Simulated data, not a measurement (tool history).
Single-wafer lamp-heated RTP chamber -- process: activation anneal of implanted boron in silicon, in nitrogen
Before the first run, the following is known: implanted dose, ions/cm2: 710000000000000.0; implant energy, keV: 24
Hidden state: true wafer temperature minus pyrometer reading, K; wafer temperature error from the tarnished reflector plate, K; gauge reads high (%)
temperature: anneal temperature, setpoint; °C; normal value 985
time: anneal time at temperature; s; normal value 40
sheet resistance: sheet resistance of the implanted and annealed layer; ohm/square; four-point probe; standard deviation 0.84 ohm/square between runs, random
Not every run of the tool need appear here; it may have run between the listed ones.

run,day,temperature,time,wafers since the last listed run,wafers since the last pyrometer calibration,wafers since the reflector plate was cleaned,hours since the gauge calibration,"read-back reference wafer on the same gauge, sheet resistance",sheet resistance
1,0,1005,54,0,2255,1803,400.3,137.14,151.11
2,1.796,1005,54,327,2583,2131,443.4,136.92,151.45
3,14.95,985,40,2402,4986,4533,759.1,136.99,157.25
4,19.446,985,40,821,5807,5354,867,137.02,156.22
# day 22.383: reflector plate cleaned
5,23.779,985,40,730,6537,254,971,137.07,158.08
# day 24.425: gauge calibrated
6,25.738,985,40,357,6895,612,31.5,137.02,156.99
# day 26.179: pyrometer window cleaned and pyrometer calibrated
7,32.079,985,40,1097,1077,1709,183.7,137,153.37
8,34.55,985,26,451,1528,2160,243,137.04,156.22
9,36.358,985,26,330,1859,2491,286.4,136.74,155.13
10,38.429,985,40,378,2237,2869,336.1,136.93,154.94
# day 41.129: pyrometer window cleaned and pyrometer calibrated, repeated, since the last time left the tool worse
11,41.779,985,40,550,118,3420,416.5,136.71,158.15
12,43.712,971,40,353,471,3773,462.9,136.97,165.1
13,47.496,985,26,690,1162,4464,553.7,137.1,159.19
14,49.75,985,40,411,1574,4876,607.8,137.11,158.19
# day 52.833: reflector plate cleaned
15,53.383,971,28,602,2177,100,695,137.21,168.29
# day 56.425: gauge calibrated
16,57.621,1002,46,773,2950,874,28.7,137.05,152.94
17,60.942,985,23,606,3557,1480,108.4,136.86,158.97
18,62.604,1001,56,303,3860,1784,148.3,136.62,153.34
19,65.317,1008,48,495,4356,2279,213.4,137.17,151.68
20,66.988,1013,30,305,4661,2584,253.5,136.91,151.86
21,69.988,1009,52,547,5209,3132,325.5,136.8,150.26
22,73.479,985,54,637,5847,3770,409.3,137.22,156.42

Branching from run 22: 5 alternative next runs. What would each branch give?
A,73.496,1012,40,3,5850,3773,409.7,?,?
B,73.496,985,27,3,5850,3773,409.7,?,?
C,73.496,957,40,3,5850,3773,409.7,?,?
D,73.496,959,40,3,5850,3773,409.7,?,?
E,73.496,962,64,3,5850,3773,409.7,?,?

run,"read-back reference wafer on the same gauge, sheet resistance",sheet resistance
A,137.07,151.66
B,137.07,158.67
C,137.07,174.91
D,137.07,172.91
E,137.07,166.59
Take away the tool's hidden state, keep each run's random variation, and the runs would have read:
run,sheet resistance
A,152.47
B,161.6
C,182.29
D,179.76
E,171.5

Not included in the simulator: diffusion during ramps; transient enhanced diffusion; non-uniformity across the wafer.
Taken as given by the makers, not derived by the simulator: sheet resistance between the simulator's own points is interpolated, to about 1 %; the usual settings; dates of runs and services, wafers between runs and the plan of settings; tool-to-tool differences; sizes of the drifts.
